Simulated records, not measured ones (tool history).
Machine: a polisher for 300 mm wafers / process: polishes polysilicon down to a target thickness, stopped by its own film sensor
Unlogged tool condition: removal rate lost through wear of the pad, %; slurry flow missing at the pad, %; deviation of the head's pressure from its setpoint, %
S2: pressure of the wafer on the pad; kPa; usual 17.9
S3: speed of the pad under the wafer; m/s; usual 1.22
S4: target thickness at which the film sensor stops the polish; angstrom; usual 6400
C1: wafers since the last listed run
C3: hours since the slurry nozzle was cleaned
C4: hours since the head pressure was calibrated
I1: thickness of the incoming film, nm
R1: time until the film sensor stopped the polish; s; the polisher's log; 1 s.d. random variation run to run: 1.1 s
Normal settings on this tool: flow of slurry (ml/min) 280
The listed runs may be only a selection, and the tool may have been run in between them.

run 1 day=0.000 | flow_of_slurry_(ml/min)=280 S2=17.9 S3=1.22 S4=6400 | C1=0 wafers_polished_on_this_pad=1590 C3=554.5 C4=821.2 | I1=1490.8 | R1=97.8
-- day=1.267 slurry nozzle cleaned
run 2 day=4.350 | flow_of_slurry_(ml/min)=280 S2=17.9 S3=1.22 S4=6400 | C1=663 wafers_polished_on_this_pad=2254 C3=74.0 C4=925.6 | I1=1501.0 | R1=95.0
-- day=5.004 worn pad replaced by a new one
run 3 day=5.946 | flow_of_slurry_(ml/min)=280 S2=17.9 S3=1.22 S4=6400 | C1=220 wafers_polished_on_this_pad=145 C3=112.3 C4=963.9 | I1=1489.8 | R1=94.0
run 4 day=8.121 | flow_of_slurry_(ml/min)=280 S2=13.1 S3=1.22 S4=6400 | C1=335 wafers_polished_on_this_pad=480 C3=164.5 C4=1016.1 | I1=1499.2 | R1=127.8
-- day=10.029 head pressure recalibrated
run 5 day=14.825 | flow_of_slurry_(ml/min)=280 S2=20.0 S3=1.22 S4=7340 | C1=1020 wafers_polished_on_this_pad=1500 C3=325.4 C4=115.1 | I1=1505.0 | R1=78.4
run 6 day=17.050 | flow_of_slurry_(ml/min)=220 S2=20.7 S3=1.22 S4=6400 | C1=342 wafers_polished_on_this_pad=1843 C3=378.8 C4=168.5 | I1=1491.3 | R1=88.2
-- day=20.838 worn pad replaced by a new one
run 7 day=21.096 | flow_of_slurry_(ml/min)=220 S2=20.7 S3=1.22 S4=6400 | C1=597 wafers_polished_on_this_pad=39 C3=475.9 C4=265.6 | I1=1514.1 | R1=90.5
run 8 day=23.996 | flow_of_slurry_(ml/min)=280 S2=20.0 S3=1.22 S4=6400 | C1=446 wafers_polished_on_this_pad=486 C3=545.5 C4=335.2 | I1=1477.2 | R1=86.6
-- day=24.183 slurry nozzle cleaned
run 9 day=26.821 | flow_of_slurry_(ml/min)=200 S2=17.9 S3=1.22 S4=6400 | C1=428 wafers_polished_on_this_pad=915 C3=63.3 C4=403.0 | I1=1494.8 | R1=97.5
run 10 day=31.242 | flow_of_slurry_(ml/min)=200 S2=17.9 S3=1.22 S4=6400 | C1=681 wafers_polished_on_this_pad=1596 C3=169.4 C4=509.1 | I1=1485.4 | R1=97.9
-- day=34.608 worn pad replaced by a new one
run 11 day=39.596 | flow_of_slurry_(ml/min)=280 S2=17.9 S3=1.22 S4=6400 | C1=1261 wafers_polished_on_this_pad=768 C3=369.9 C4=709.6 | I1=1475.3 | R1=93.5
run 12 day=41.408 | flow_of_slurry_(ml/min)=280 S2=17.9 S3=1.22 S4=6400 | C1=279 wafers_polished_on_this_pad=1048 C3=413.4 C4=753.1 | I1=1497.0 | R1=97.6
run 13 day=44.467 | flow_of_slurry_(ml/min)=280 S2=17.9 S3=1.22 S4=6400 | C1=471 wafers_polished_on_this_pad=1519 C3=486.8 C4=826.5 | I1=1498.7 | R1=96.5
run 14 day=47.792 | flow_of_slurry_(ml/min)=360 S2=16.5 S3=1.46 S4=6400 | C1=512 wafers_polished_on_this_pad=2031 C3=566.6 C4=906.3 | I1=1480.1 | R1=86.1
-- day=50.879 worn pad replaced by a new one
-- day=52.917 slurry nozzle cleaned
run 15 day=53.688 | flow_of_slurry_(ml/min)=355 S2=17.9 S3=1.22 S4=3490 | C1=876 wafers_polished_on_this_pad=426 C3=18.5 C4=1047.8 | I1=1475.6 | R1=119.4
run 16 day=58.104 | flow_of_slurry_(ml/min)=280 S2=17.9 S3=1.22 S4=6400 | C1=680 wafers_polished_on_this_pad=1107 C3=124.5 C4=1153.8 | I1=1478.5 | R1=91.7
-- day=58.842 head pressure recalibrated
run 17 day=60.704 | flow_of_slurry_(ml/min)=335 S2=20.7 S3=1.22 S4=3690 | C1=387 wafers_polished_on_this_pad=1495 C3=186.9 C4=44.7 | I1=1479.4 | R1=104.5
run 18 day=63.888 | flow_of_slurry_(ml/min)=280 S2=17.9 S3=1.22 S4=8070 | C1=490 wafers_polished_on_this_pad=1985 C3=263.3 C4=121.1 | I1=1489.4 | R1=76.0
-- day=66.179 worn pad replaced by a new one
run 19 day=67.000 | flow_of_slurry_(ml/min)=280 S2=17.9 S3=1.56 S4=4180 | C1=454 wafers_polished_on_this_pad=126 C3=338.0 C4=195.8 | I1=1494.7 | R1=95.6
run 20 day=69.775 | flow_of_slurry_(ml/min)=280 S2=17.9 S3=1.22 S4=6400 | C1=427 wafers_polished_on_this_pad=554 C3=404.6 C4=262.4 | I1=1509.2 | R1=97.9
run 21 day=73.196 | flow_of_slurry_(ml/min)=240 S2=17.9 S3=1.22 S4=6400 | C1=527 wafers_polished_on_this_pad=1081 C3=486.7 C4=344.5 | I1=1483.2 | R1=96.9
run 22 day=75.079 | flow_of_slurry_(ml/min)=280 S2=13.8 S3=1.44 S4=6400 | C1=290 wafers_polished_on_this_pad=1371 C3=531.9 C4=389.7 | I1=1498.5 | R1=107.6
run 23 day=76.738 | flow_of_slurry_(ml/min)=235 S2=17.9 S3=1.42 S4=9120 | C1=255 wafers_polished_on_this_pad=1627 C3=571.7 C4=429.5 | I1=1485.4 | R1=58.7
-- day=79.617 slurry nozzle cleaned
run 24 day=79.838 | flow_of_slurry_(ml/min)=280 S2=13.8 S3=1.44 S4=6400 | C1=471 wafers_polished_on_this_pad=2098 C3=5.3 C4=503.9 | I1=1499.5 | R1=101.1

Give the tool's hidden conditions for every run:
removal rate lost through wear of the pad, %: 0 at every run
deviation of the head's pressure from its setpoint, %: 0 at every run
H1: slurry flow missing at the pad, %
run=1 H1=33.4
run=2 H1=9.17
run=3 H1=11.3
run=4 H1=14.2
run=5 H1=23.2
run=6 H1=26.2
run=7 H1=31.6
run=8 H1=35.5
run=9 H1=5.67
run=10 H1=11.6
run=11 H1=22.8
run=12 H1=25.2
run=13 H1=29.3
run=14 H1=33.7
run=15 H1=3.67
run=16 H1=9.58
run=17 H1=13.1
run=18 H1=17.3
run=19 H1=21.5
run=20 H1=25.2
run=21 H1=29.8
run=22 H1=32.3
run=23 H1=34.5
run=24 H1=0.573
